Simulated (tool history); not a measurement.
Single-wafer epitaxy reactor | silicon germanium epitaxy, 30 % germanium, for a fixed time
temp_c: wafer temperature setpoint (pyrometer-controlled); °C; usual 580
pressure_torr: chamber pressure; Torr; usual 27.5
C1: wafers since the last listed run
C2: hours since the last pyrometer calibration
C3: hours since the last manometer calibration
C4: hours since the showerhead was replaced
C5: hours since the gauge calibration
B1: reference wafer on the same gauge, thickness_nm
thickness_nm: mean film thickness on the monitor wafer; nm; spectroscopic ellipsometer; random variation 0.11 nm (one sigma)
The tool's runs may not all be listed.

run 1 hour=0.0 | temp_c=591 pressure_torr=23.4 | C1=0 C2=1595.3 C3=1307.8 C4=6409.1 C5=272.0 | B1=36.503 | thickness_nm=55.505
run 2 hour=25.5 | temp_c=591 pressure_torr=23.4 | C1=412 C2=1620.8 C3=1333.3 C4=6434.6 C5=297.5 | B1=36.486 | thickness_nm=55.481
run 3 hour=78.1 | temp_c=591 pressure_torr=23.4 | C1=850 C2=1673.4 C3=1385.9 C4=6487.2 C5=350.1 | B1=36.496 | thickness_nm=55.272
run 4 hour=141.6 | temp_c=588 pressure_torr=27.5 | C1=1026 C2=1736.9 C3=1449.4 C4=6550.7 C5=413.6 | B1=36.513 | thickness_nm=54.844
run 5 hour=183.8 | temp_c=588 pressure_torr=27.5 | C1=682 C2=1779.1 C3=1491.6 C4=6592.9 C5=455.8 | B1=36.486 | thickness_nm=55.078
run 6 hour=232.3 | temp_c=588 pressure_torr=27.5 | C1=783 C2=1827.6 C3=1540.1 C4=6641.4 C5=504.3 | B1=36.505 | thickness_nm=55.112
run 7 hour=280.3 | temp_c=587 pressure_torr=25.4 | C1=775 C2=1875.6 C3=1588.1 C4=6689.4 C5=552.3 | B1=36.486 | thickness_nm=52.318
run 8 hour=306.8 | temp_c=587 pressure_torr=25.4 | C1=428 C2=1902.1 C3=1614.6 C4=6715.9 C5=578.8 | B1=36.516 | thickness_nm=52.194
run 9 hour=332.9 | temp_c=587 pressure_torr=25.4 | C1=421 C2=1928.2 C3=1640.7 C4=6742.0 C5=604.9 | B1=36.511 | thickness_nm=52.166
run 10 hour=385.1 | temp_c=568 pressure_torr=23.3 | C1=843 C2=1980.4 C3=1692.9 C4=6794.2 C5=657.1 | B1=36.485 | thickness_nm=33.433
run 11 hour=428.1 | temp_c=580 pressure_torr=27.5 | C1=694 C2=2023.4 C3=1735.9 C4=6837.2 C5=700.1 | B1=36.539 | thickness_nm=46.155
run 12 hour=463.7 | temp_c=580 pressure_torr=27.5 | C1=575 C2=2059.0 C3=1771.5 C4=6872.8 C5=735.7 | B1=36.547 | thickness_nm=46.176
run 13 hour=503.8 | temp_c=580 pressure_torr=29.6 | C1=648 C2=2099.1 C3=1811.6 C4=6912.9 C5=775.8 | B1=36.519 | thickness_nm=47.215
run 14 hour=586.5 | temp_c=580 pressure_torr=31.9 | C1=1336 C2=2181.8 C3=1894.3 C4=6995.6 C5=858.5 | B1=36.465 | thickness_nm=48.657
-- hour=609.5 showerhead replaced
run 15 hour=641.4 | temp_c=594 pressure_torr=24.9 | C1=758 C2=2236.7 C3=1949.2 C4=31.9 C5=913.4 | B1=36.503 | thickness_nm=59.937
-- hour=657.2 gauge calibrated
run 16 hour=680.2 | temp_c=575 pressure_torr=25.6 | C1=627 C2=2275.5 C3=1988.0 C4=70.7 C5=23.0 | B1=36.532 | thickness_nm=40.054
-- hour=697.8 pyrometer calibrated
run 17 hour=715.1 | temp_c=586 pressure_torr=31.8 | C1=434 C2=17.3 C3=2022.9 C4=105.6 C5=57.9 | B1=36.503 | thickness_nm=52.970
run 18 hour=747.9 | temp_c=585 pressure_torr=32.3 | C1=530 C2=50.1 C3=2055.7 C4=138.4 C5=90.7 | B1=36.526 | thickness_nm=52.313
run 19 hour=791.6 | temp_c=580 pressure_torr=27.5 | C1=706 C2=93.8 C3=2099.4 C4=182.1 C5=134.4 | B1=36.493 | thickness_nm=44.339
-- hour=819.6 capacitance manometer re-zeroed and calibrated
run 20 hour=837.3 | temp_c=568 pressure_torr=25.0 | C1=609 C2=139.5 C3=17.7 C4=227.8 C5=180.1 | B1=36.489 | thickness_nm=33.809
run 21 hour=887.1 | temp_c=580 pressure_torr=27.5 | C1=804 C2=189.3 C3=67.5 C4=277.6 C5=229.9 | B1=36.518 | thickness_nm=45.745
run 22 hour=923.1 | temp_c=580 pressure_torr=27.5 | C1=581 C2=225.3 C3=103.5 C4=313.6 C5=265.9 | B1=36.467 | thickness_nm=45.994
run 23 hour=961.4 | temp_c=580 pressure_torr=27.5 | C1=619 C2=263.6 C3=141.8 C4=351.9 C5=304.2 | B1=36.499 | thickness_nm=45.963
run 24 hour=1030.6 | temp_c=580 pressure_torr=27.5 | C1=1118 C2=332.8 C3=211.0 C4=421.1 C5=373.4 | B1=36.473 | thickness_nm=46.177
run 25 hour=1091.3 | temp_c=580 pressure_torr=22.8 | C1=981 C2=393.5 C3=271.7 C4=481.8 C5=434.1 | B1=36.507 | thickness_nm=43.394

Forecast each of these 4 alternatives for the next run:
run A hour=1091.7 | temp_c=594 pressure_torr=27.5 | C1=6 C2=393.9 C3=272.1 C4=482.2 C5=434.5 | B1=? | thickness_nm=?
run B hour=1091.7 | temp_c=594 pressure_torr=33.1 | C1=6 C2=393.9 C3=272.1 C4=482.2 C5=434.5 | B1=? | thickness_nm=?
run C hour=1091.7 | temp_c=575 pressure_torr=32.5 | C1=6 C2=393.9 C3=272.1 C4=482.2 C5=434.5 | B1=? | thickness_nm=?
run D hour=1091.7 | temp_c=566 pressure_torr=23.4 | C1=6 C2=393.9 C3=272.1 C4=482.2 C5=434.5 | B1=? | thickness_nm=?

run=A B1=36.484 thickness_nm=62.647
run=B B1=36.484 thickness_nm=66.958
run=C B1=36.484 thickness_nm=44.209
run=D B1=36.484 thickness_nm=32.178
Without the tool's hidden state the same runs would have given:
run=A thickness_nm=61.256
run=B thickness_nm=65.471
run=C thickness_nm=43.183
run=D thickness_nm=31.415

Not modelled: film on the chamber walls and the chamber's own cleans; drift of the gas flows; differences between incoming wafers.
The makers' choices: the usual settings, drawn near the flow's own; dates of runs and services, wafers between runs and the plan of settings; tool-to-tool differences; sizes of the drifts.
